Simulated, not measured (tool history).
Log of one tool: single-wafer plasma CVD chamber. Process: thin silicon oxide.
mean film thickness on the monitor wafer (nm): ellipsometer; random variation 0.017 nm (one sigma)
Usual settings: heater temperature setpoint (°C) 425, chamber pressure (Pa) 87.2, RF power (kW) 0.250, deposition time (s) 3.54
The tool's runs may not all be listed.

run,hour,heater temperature setpoint (°C),chamber pressure (Pa),RF power (kW),deposition time (s),wafers since the last listed run,hours since the last thermocouple change,hours since the last RF generator calibration,hours since the last manometer calibration,hours since the showerhead was replaced,hours since the gauge calibration,"read-back reference wafer on the same gauge, thickness_nm",mean film thickness on the monitor wafer (nm)
1,0.0,425,87.2,0.250,3.54,0,165.5,517.9,128.5,7799.2,1586.6,6.503,5.422
2,26.3,425,87.2,0.250,3.54,830,191.8,544.2,154.8,7825.5,1612.9,6.505,5.457
3,87.3,425,87.2,0.275,3.54,1925,252.8,605.2,215.8,7886.5,1673.9,6.494,5.730
4,128.2,425,87.2,0.275,3.54,1290,293.7,646.1,256.7,7927.4,1714.8,6.501,5.732
5,153.2,425,87.2,0.275,3.54,788,318.7,671.1,281.7,7952.4,1739.8,6.499,5.729
# hour 168.1: gauge calibrated
6,187.2,431,95.3,0.235,4.17,1073,352.7,705.1,315.7,7986.4,19.1,6.500,6.614
7,251.6,425,87.2,0.250,3.54,2032,417.1,769.5,380.1,8050.8,83.5,6.513,5.395
8,305.5,425,104.1,0.250,3.54,1701,471.0,823.4,434.0,8104.7,137.4,6.489,6.265
9,367.7,412,67.5,0.225,3.54,1962,533.2,885.6,496.2,8166.9,199.6,6.513,4.211
10,432.6,425,73.7,0.250,3.54,2048,598.1,950.5,561.1,8231.8,264.5,6.501,4.735
11,457.9,430,75.5,0.270,3.35,798,623.4,975.8,586.4,8257.1,289.8,6.488,4.782
12,489.2,413,87.2,0.250,3.54,987,654.7,1007.1,617.7,8288.4,321.1,6.505,5.488
# hour 533.2: RF generator calibrated
13,542.0,425,87.2,0.275,3.91,1413,707.5,8.8,670.5,8341.2,373.9,6.497,6.485
14,612.1,425,79.1,0.250,3.06,2212,777.6,78.9,740.6,8411.3,444.0,6.505,4.407
15,666.7,425,87.2,0.250,3.54,1723,832.2,133.5,795.2,8465.9,498.6,6.495,5.513
16,723.0,413,104.4,0.265,2.99,1776,888.5,189.8,851.5,8522.2,554.9,6.505,5.574
# hour 764.7: showerhead replaced
17,775.5,425,87.2,0.250,3.54,1404,941.0,242.3,904.0,10.8,607.4,6.495,5.501
18,928.9,439,87.2,0.225,3.84,4841,1094.4,395.7,1057.4,164.2,760.8,6.504,5.522
19,971.4,425,87.2,0.250,3.54,1341,1136.9,438.2,1099.9,206.7,803.3,6.497,5.465
20,1020.3,438,102.5,0.285,3.80,1543,1185.8,487.1,1148.8,255.6,852.2,6.500,7.095
21,1054.4,413,87.2,0.250,3.54,1076,1219.9,521.2,1182.9,289.7,886.3,6.504,5.525
# hour 1071.9: capacitance manometer re-zeroed and calibrated
22,1114.8,425,93.9,0.250,3.54,1653,1280.3,581.6,42.9,350.1,946.7,6.506,5.794
23,1166.0,437,68.8,0.250,3.92,1615,1331.5,632.8,94.1,401.3,997.9,6.506,4.982
# hour 1179.7: thermocouple changed; heater temperature recalibrated
24,1212.8,425,87.2,0.250,3.54,1224,33.1,679.6,140.9,448.1,1044.7,6.497,5.420
25,1282.0,425,87.2,0.250,3.54,2183,102.3,748.8,210.1,517.3,1113.9,6.494,5.440
26,1316.1,413,73.7,0.270,2.84,1076,136.4,782.9,244.2,551.4,1148.0,6.493,4.021
27,1348.7,439,87.2,0.250,3.54,1028,169.0,815.5,276.8,584.0,1180.6,6.507,5.378
# hour 1458.5: RF generator calibrated
28,1548.8,425,92.8,0.250,3.54,6062,369.1,90.3,476.9,784.1,1380.7,6.502,5.784
29,1582.3,425,87.2,0.250,3.54,1057,402.6,123.8,510.4,817.6,1414.2,6.497,5.503

4 ways to go on from here, each from the tool as it stands after run 29. What would each give?
A,1582.7,425,87.2,0.250,3.54,12,403.0,124.2,510.8,818.0,1414.6,?,?
B,1582.7,425,87.2,0.250,3.73,12,403.0,124.2,510.8,818.0,1414.6,?,?
C,1582.7,416,87.2,0.250,3.54,12,403.0,124.2,510.8,818.0,1414.6,?,?
D,1582.7,425,66.1,0.285,3.54,12,403.0,124.2,510.8,818.0,1414.6,?,?

run,"read-back reference wafer on the same gauge, thickness_nm",mean film thickness on the monitor wafer (nm)
A,6.495,5.489
B,6.495,5.783
C,6.495,5.525
D,6.495,4.735
Without the tool's hidden state the same runs would have given:
run,mean film thickness on the monitor wafer (nm)
A,5.545
B,5.842
C,5.582
D,4.778
